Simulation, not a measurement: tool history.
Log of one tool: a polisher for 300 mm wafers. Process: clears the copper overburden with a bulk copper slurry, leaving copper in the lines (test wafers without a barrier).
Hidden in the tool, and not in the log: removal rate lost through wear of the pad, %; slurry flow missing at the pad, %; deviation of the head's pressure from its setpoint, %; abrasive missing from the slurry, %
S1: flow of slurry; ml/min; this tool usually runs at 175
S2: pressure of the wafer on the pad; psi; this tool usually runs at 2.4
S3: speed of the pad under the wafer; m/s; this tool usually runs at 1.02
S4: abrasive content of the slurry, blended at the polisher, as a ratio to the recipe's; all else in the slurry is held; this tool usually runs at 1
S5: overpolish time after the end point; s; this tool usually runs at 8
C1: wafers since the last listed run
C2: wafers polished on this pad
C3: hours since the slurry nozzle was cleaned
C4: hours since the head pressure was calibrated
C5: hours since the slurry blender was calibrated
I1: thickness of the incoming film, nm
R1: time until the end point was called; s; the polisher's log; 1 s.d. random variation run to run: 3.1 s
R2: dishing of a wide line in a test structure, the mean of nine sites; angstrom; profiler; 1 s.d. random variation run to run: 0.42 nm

run   hour   S1   S2    S3    S4  S5   C1    C2     C3     C4     C5      I1     R1   R2
  1      0  175  2.4  1.02     1   8    0   234  272.8  234.7  212.4  1126.6    176  292
  2   29.8  175  2.4  1.02  0.85   8  165   400  302.6  264.5  242.2  1106.2  193.9  277
  3   63.9  175  2.4  1.02  0.85   8  189   590  336.7  298.6  276.3  1096.9  186.6  274
  4   84.3  175  2.4  1.02  0.85   8  113   703  357.1    319  296.7  1105.7    188  275
  5  104.4  175  2.7  1.02     1   7  111   815  377.2  339.1  316.8  1111.4  169.3  267
  6  123.1  150  2.4  1.12     1   8  104   919  395.9  357.8  335.5  1105.6  191.2  275
  7  147.3  150  2.4  1.12     1   8  134  1054  420.1    382  359.7  1110.7  194.4  265
     160.3  -- worn pad replaced by a new one
     197.2  -- head pressure recalibrated
  8    249  150  2.4  1.12     1   8  532   482  521.8   51.8  461.4  1090.2  177.4  280
     258.4  -- slurry blender recalibrated
  9  270.6  175  2.4  1.02     1   8  109   591  543.4   73.4   12.2  1123.9  198.4  278
 10  297.5  175  2.4  1.02     1   8  149   741  570.3  100.3   39.1  1106.9  198.5  261
 11  312.8  175  1.8  1.02     1   8   85   826  585.6  115.6   54.4  1109.8  267.4  207
 12  346.2  175  1.8  1.02     1   8  185  1011    619    149   87.8  1116.8  277.5  203
     360.5  -- worn pad replaced by a new one
 13  372.9  175  2.4  1.02   0.7   8  126    68  645.7  175.7  114.5  1117.7  208.5  260
     426.8  -- slurry nozzle cleaned
 14  476.7  145  2.1  1.02  1.25   8  572   641   49.9  279.5  218.3  1095.2  196.6  263
 15  503.5  175  2.4  0.72     1   8  149   790   76.7  306.3  245.1  1124.7  229.1  239
 16  527.2  125    2   0.8  1.25   8  131   922  100.4    330  268.8  1112.2    272  207
     547.7  -- worn pad replaced by a new one
     552.4  -- head pressure recalibrated
 17  552.9  175  2.4  1.02     1   8  109    17  126.1    0.5  294.5    1120  179.9  293
 18  585.8  145  2.1  1.02   0.7   8  183   200    159   33.4  327.4  1110.5  223.3  234
 19  607.1  235  3.1  0.82     1   9  118   319  180.3   54.7  348.7  1127.6  151.4  358
 20  619.7  175  2.7  0.72     1   8   70   389  192.9   67.3  361.3  1097.6  191.5  272
     627.6  -- slurry blender recalibrated
 21  636.4  175  2.4  1.02     1   8   81   471  209.6     84    8.8  1112.2  180.5  295
 22    668  155  2.4  1.02  0.85   8  175   647  241.2  115.6   40.4  1115.4  198.6  277
 23  684.8  175  2.4  1.02     1   8   93   740    258  132.4   57.2    1121  190.1  276
 24  711.8  175  2.4  0.88     1   8  150   890    285  159.4   84.2  1098.1  209.1  255
 25  729.5  205  2.4  1.02     1  13   98   989  302.7  177.1  101.9  1110.7  186.9  386
 26  754.9  135  2.4  1.02   0.9   8  141  1130  328.1  202.5  127.3  1111.7  217.9  250
     769.9  -- worn pad replaced by a new one
 27    838  175  2.4  1.02     1   5  440   379  411.2  285.6  210.4  1123.5  185.2  194

Run-by-run hidden state of the tool:
deviation of the head's pressure from its setpoint, %: 0, the same for each run
abrasive missing from the slurry, %: 0, the same for each run
H1: removal rate lost through wear of the pad, %
H2: slurry flow missing at the pad, %
run     H1    H2
  1   1.22  15.4
  2   2.09  16.9
  3   3.65  18.7
  4   4.87  19.7
  5   6.27  20.8
  6   7.77  21.7
  7   9.97    23
  8   3.19  28.2
  9   4.29  29.3
 10      6  30.7
 11   7.13  31.4
 12     10  33.1
 13  0.836  34.5
 14   4.26  2.57
 15   6.04  3.94
 16   7.92  5.15
 17  0.685  6.47
 18   1.05  8.16
 19   1.58  9.25
 20   2.01  9.89
 21    2.7  10.7
 22   4.39  12.4
 23    5.5  13.2
 24   7.58  14.6
 25   9.15  15.5
 26   11.7  16.8
 27   3.74  21.1

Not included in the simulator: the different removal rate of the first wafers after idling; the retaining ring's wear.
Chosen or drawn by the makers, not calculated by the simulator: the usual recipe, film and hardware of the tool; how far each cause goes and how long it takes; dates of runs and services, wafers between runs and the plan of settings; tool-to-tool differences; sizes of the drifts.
